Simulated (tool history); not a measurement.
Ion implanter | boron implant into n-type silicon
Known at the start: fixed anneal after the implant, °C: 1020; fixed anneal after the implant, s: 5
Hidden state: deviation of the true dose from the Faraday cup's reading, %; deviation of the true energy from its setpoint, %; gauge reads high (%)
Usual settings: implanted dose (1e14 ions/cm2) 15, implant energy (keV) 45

run	day	implanted dose (1e14 ions/cm2)	implant energy (keV)	wafers since the last listed run	hours since the last dose calibration	hours since the extraction supply was calibrated	hours since the gauge calibration	read-back reference wafer on the same gauge, sheet resistance	sheet resistance of the implanted and annealed layer (ohm/square)
1	0	15	45	0	549.7	6024.6	140.1	89.38	77.57
2	0.542	15	45	350	562.7	6037.6	153.1	89.41	77.34
3	1.896	15	45	875	595.2	6070.1	185.6	89.55	77.49
4	3.292	15	45	902	628.7	6103.6	219.1	89.66	78.24
5	6.683	15	45	2192	710.1	6185	300.5	89.82	77.47
6	7.75	15	45	689	735.7	6210.6	326.1	89.91	78.34
7	8.383	15	45	409	750.9	6225.8	341.3	89.9	77.94
8	9.183	15	45	517	770.1	6245	360.5	89.97	77.9
# day 9.8: Faraday cup replaced and dose calibrated
9	10.038	13.94	54.5	336	5.7	6265.5	381	90.05	81.77
# day 10.608: extraction supply calibrated
10	11	15	45	406	28.8	9.4	404.1	89.94	77.49
11	12.129	15	45	730	55.9	36.5	431.2	89.96	78.18

Run 12 comes next. What will it give?
# day 12.675: gauge calibrated
12	13.204	10.82	59	695	81.7	62.3	12.7	?	?

{"run 12": {"read-back reference wafer on the same gauge, sheet resistance": 88.77, "sheet resistance of the implanted and annealed layer (ohm/square)": 98.46}}
Without the tool's hidden state the same run would have given sheet resistance of the implanted and annealed layer (ohm/square) 98.23.

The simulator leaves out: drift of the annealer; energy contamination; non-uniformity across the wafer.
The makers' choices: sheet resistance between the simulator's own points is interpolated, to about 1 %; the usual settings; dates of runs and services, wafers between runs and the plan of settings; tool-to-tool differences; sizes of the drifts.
